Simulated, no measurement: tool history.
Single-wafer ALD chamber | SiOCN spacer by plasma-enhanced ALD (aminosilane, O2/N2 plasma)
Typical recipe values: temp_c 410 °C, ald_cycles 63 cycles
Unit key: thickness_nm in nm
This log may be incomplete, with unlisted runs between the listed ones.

run    hour  temp_c  ald_cycles  read-back reference wafer on the same gauge, thickness_nm  thickness_nm
  1       0     410          63                                                      4.073         3.688
  2    29.2     410          63                                                      4.064         3.662
  3      55     410          63                                                       4.05         3.681
  4    73.5     410          55                                                      4.064         3.245
  5      92     410          55                                                      4.065         3.226
  6   122.6     410          55                                                      4.059         3.225
  7     143     410          63                                                      4.061          3.68
  8   176.8     410          63                                                      4.064         3.719
  9   207.7     410          63                                                      4.069          3.71
 10   239.3     410          63                                                      4.068         3.692
 11   252.4     410          63                                                      4.063         3.682
 12   273.6     410          63                                                      4.055          3.68
 13   294.7     410          63                                                      4.059          3.71
      330.6  -- gauge calibrated
 14   380.6     410          63                                                       4.05         3.694
 15   410.4     410          63                                                      4.061         3.678
 16     437     410          63                                                      4.063         3.693
 17   470.3     410          63                                                      4.053         3.695
 18   492.3     420          58                                                      4.065         3.288
 19     569     420          58                                                       4.06         3.301
 20   600.6     420          58                                                      4.052         3.275
 21   612.9     410          63                                                       4.06         3.688
      623.5  -- thermocouple changed; heater temperature recalibrated
 22   640.8     421          74                                                      4.066         4.114
 23   667.9     410          63                                                      4.058         3.703
 24   682.3     415          59                                                      4.065         3.381
 25   695.8     421          74                                                       4.06         4.148
 26   708.6     400          63                                                      4.064         3.814
 27   743.3     417          63                                                      4.063         3.581
 28     778     410          63                                                      4.066         3.674
 29   802.7     410          63                                                       4.06         3.701
 30   820.6     403          55                                                      4.064         3.296
 31   833.6     414          69                                                      4.067             4
 32   851.7     410          53                                                      4.061         3.121
 33   885.5     421          55                                                      4.071         3.093
 34     917     410          63                                                      4.063         3.708
 35   943.7     410          69                                                      4.059         4.055
 36   959.5     418          56                                                      4.063         3.165
 37   988.9     410          74                                                      4.068         4.308
 38  1015.2     410          63                                                      4.069         3.692
 39  1028.7     419          58                                                      4.068         3.308
 40  1048.9     410          63                                                      4.059          3.67

What the log doesn't show, run by run:
wafer temperature above the value expected at the setpoint (K): 0 in every run
gauge reads high (%): 0 in every run

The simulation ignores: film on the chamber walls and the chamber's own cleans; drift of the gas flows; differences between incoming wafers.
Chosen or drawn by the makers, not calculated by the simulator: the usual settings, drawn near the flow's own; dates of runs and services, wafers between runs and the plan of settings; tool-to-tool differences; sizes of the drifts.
